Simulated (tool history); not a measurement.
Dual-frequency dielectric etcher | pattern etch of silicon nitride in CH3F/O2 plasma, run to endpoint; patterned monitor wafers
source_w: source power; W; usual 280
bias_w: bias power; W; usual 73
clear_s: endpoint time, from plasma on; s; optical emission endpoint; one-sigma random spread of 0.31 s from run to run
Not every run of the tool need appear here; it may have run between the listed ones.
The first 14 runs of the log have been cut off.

run	hour	source_w	bias_w	incoming incoming film thickness, nm	clear_s
15	678.5	270	73	53.9	81.1
16	713.4	280	73	54.3	80.5
17	772.8	250	73	54	83.3
# hour 801.9: source power generator calibrated
# hour 832.3: bias power generator calibrated
18	841.5	240	73	54	83.1
19	912.4	280	65	54.2	81.3
20	942.5	260	90	53.6	77.2
# hour 977.2: wet clean of the chamber
21	991.7	210	82	54.3	84.7
22	1016.1	280	67	53.6	79.2
23	1056.5	310	79	53.3	74.8
24	1091.5	280	73	54	78.8
25	1129.8	280	79	54	78.3
26	1160.9	280	73	54.6	80
27	1199.2	280	73	54	79.3
28	1233.7	340	88	54.1	72.2
29	1302.6	280	73	54.2	79
30	1343.8	280	61	54.3	82.3
31	1380.7	220	88	54	81.8
32	1418.1	280	73	53.6	78.8
# hour 1452: wet clean of the chamber
33	1461.1	280	73	54.1	79.2
34	1491.3	280	73	53.7	78.7
35	1533.7	260	73	54	81.4

Consider 4 possible next runs. They are alternatives, not a sequence: every one starts from the tool as it was left by run 35. What does each give?
A	1534.2	280	73	54.5	?
B	1534.2	220	73	54.5	?
C	1534.2	220	62	54.5	?
D	1534.2	210	62	54.5	?

run	clear_s
A	80.5
B	86.6
C	89.2
D	90.4
The same runs, with their run-to-run variation unchanged, on a tool lacking any hidden condition would have given:
run	clear_s
A	80.1
B	86.1
C	88.6
D	89.8

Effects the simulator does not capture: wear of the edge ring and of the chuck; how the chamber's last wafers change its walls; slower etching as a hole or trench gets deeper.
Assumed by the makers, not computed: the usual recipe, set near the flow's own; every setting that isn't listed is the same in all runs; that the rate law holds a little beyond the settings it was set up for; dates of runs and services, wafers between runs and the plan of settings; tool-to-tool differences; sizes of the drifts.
